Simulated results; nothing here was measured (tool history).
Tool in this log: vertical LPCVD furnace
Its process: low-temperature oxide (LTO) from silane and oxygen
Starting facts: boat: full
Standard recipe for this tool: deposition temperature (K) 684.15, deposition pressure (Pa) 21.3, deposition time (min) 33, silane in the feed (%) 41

run	hour	deposition temperature (K)	deposition pressure (Pa)	deposition time (min)	silane in the feed (%)	read-back reference wafer on the same gauge, thickness	film thickness on the monitor wafer in the middle of the boat (angstrom)
1	0	684.15	21.3	33	41	215.97	2271
2	13	684.15	21.3	33	41	216.03	2264.8
3	26.6	684.15	21.3	33	41	216.2	2271.7
4	39.5	684.15	21.3	33	41	215.92	2277.8
# hour 75.2: silane flow controller replaced
5	75.7	684.15	21.3	33	38	215.97	2078.5
6	90	684.15	21.3	33	46	215.96	2553.9
7	105.9	684.15	21.3	33	46	216.11	2545.3
8	128.4	684.15	21.3	33	46	215.77	2565.9
9	161.1	684.15	21.3	27	41	216.1	1856.8
10	236	684.15	21.3	27	41	216.2	1853.3
# hour 276.8: pressure gauge zeroed
# hour 283.5: thermocouples replaced and temperature profile calibrated
11	284	684.15	21.3	33	41	215.84	2351.4
12	288.5	689.15	21.3	29.5	41	215.81	2221.5
13	308	684.15	21.3	40	38	216.15	2608.1
# hour 322.8: gauge calibrated
14	336.1	692.15	21.3	41.5	36	216.12	2759.2
15	369.4	684.15	21.3	33	45	216.05	2590.6
16	388.5	674.15	19.3	38	37	215.97	1956.7
17	402.9	684.15	21.3	33	46	216.03	2657
18	434.8	684.15	21.3	33	41	216.08	2347
19	459.5	674.15	18.7	27.5	35	215.99	1259.3
20	487.3	684.15	20	28	45	216.1	2062.8

Run 21, settings as shown, results not yet in. Your forecast:
21	510.8	684.15	26	28	41	?	?

read-back reference wafer on the same gauge, thickness: 215.98
film thickness on the monitor wafer in the middle of the boat (angstrom): 2434.1
Without the tool's hidden state the same run would have given film thickness on the monitor wafer in the middle of the boat (angstrom) 2432.9.
